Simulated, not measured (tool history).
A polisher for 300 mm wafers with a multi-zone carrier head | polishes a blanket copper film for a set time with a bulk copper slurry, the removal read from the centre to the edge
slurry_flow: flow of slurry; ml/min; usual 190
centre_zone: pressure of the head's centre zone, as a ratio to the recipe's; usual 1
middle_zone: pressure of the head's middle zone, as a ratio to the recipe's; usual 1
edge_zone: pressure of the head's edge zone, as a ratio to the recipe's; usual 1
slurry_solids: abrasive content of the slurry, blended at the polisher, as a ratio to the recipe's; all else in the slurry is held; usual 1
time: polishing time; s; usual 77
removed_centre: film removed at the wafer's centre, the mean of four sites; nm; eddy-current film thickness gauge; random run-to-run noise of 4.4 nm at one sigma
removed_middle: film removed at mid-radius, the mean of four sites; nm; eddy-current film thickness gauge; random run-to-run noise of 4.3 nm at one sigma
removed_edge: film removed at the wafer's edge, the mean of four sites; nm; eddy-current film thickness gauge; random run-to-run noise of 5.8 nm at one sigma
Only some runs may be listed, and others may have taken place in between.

| run | hour | slurry_flow | centre_zone | middle_zone | edge_zone | slurry_solids | time | wafers since the last listed run | wafers polished on this pad | hours since the slurry nozzle was cleaned | hours since the centre zone pressure was calibrated | hours since the edge zone pressure was calibrated | hours since the carrier head's membrane was replaced | incoming thickness of the incoming film, nm | removed_centre | removed_middle | removed_edge |
|---|---|---|---|---|---|---|---|---|---|---|---|---|---|---|---|---|---|
| 1 | 0 | 190 | 1 | 1 | 1 | 1 | 77 | 0 | 669 | 464.4 | 582.5 | 372.8 | 92.3 | 2306.6 | 477.3 | 508.9 | 522.9 |
| 2 | 30.6 | 190 | 1 | 1 | 1 | 1 | 77 | 255 | 924 | 495 | 613.1 | 403.4 | 122.9 | 2362.3 | 469.6 | 506.6 | 521.6 |
| 3 | 62 | 190 | 1 | 1 | 1 | 1 | 77 | 261 | 1186 | 526.4 | 644.5 | 434.8 | 154.3 | 2288.7 | 476.5 | 509.6 | 518.8 |
|  | 78.4 | worn pad replaced by a new one |
| 4 | 89.7 | 190 | 1 | 1 | 1 | 1 | 77 | 197 | 93 | 554.1 | 672.2 | 462.5 | 182 | 2339.7 | 473.8 | 507.9 | 518.6 |
| 5 | 119.4 | 190 | 1 | 1 | 1 | 1 | 92 | 247 | 341 | 583.8 | 701.9 | 492.2 | 211.7 | 2321.3 | 566.2 | 607.4 | 622.5 |
| 6 | 153.5 | 190 | 1 | 1 | 1 | 1 | 77 | 284 | 626 | 617.9 | 736 | 526.3 | 245.8 | 2303.5 | 467.3 | 511.1 | 508.4 |
| 7 | 186.7 | 190 | 1 | 1 | 1 | 1 | 77 | 276 | 903 | 651.1 | 769.2 | 559.5 | 279 | 2361.6 | 453.4 | 506.5 | 528.4 |
|  | 192.8 | edge zone pressure recalibrated |
| 8 | 211.2 | 190 | 1 | 1 | 1 | 1 | 77 | 187 | 1090 | 675.6 | 793.7 | 18.4 | 303.5 | 2301.4 | 458.3 | 505.6 | 515.3 |
|  | 228.1 | slurry nozzle cleaned |
|  | 233.5 | worn pad replaced by a new one |
|  | 245.9 | centre zone pressure recalibrated |
| 9 | 246.4 | 190 | 1 | 1 | 1 | 1 | 77 | 235 | 90 | 18.3 | 0.5 | 53.6 | 338.7 | 2378 | 493.8 | 508.4 | 508.7 |
| 10 | 265.2 | 190 | 1 | 1 | 1 | 1 | 77 | 156 | 247 | 37.1 | 19.3 | 72.4 | 357.5 | 2339.7 | 495.7 | 511.6 | 519.3 |
| 11 | 281.6 | 160 | 1 | 1.1 | 1 | 1 | 90 | 136 | 384 | 53.5 | 35.7 | 88.8 | 373.9 | 2333.7 | 560.3 | 637.1 | 602.8 |

The next listed run, before its measurement:
| 12 | 305.5 | 190 | 1 | 1 | 1 | 1.25 | 103 | 199 | 583 | 77.4 | 59.6 | 112.7 | 397.8 | 2319.2 | ? | ? | ? |

Run 12 gave removed_centre 699.6 nm, removed_middle 727.1 nm, removed_edge 724.6 nm.
Had the tool carried no hidden state, the very same run would have given removed_centre 703.7 nm, removed_middle 727.1 nm, removed_edge 724.6 nm.
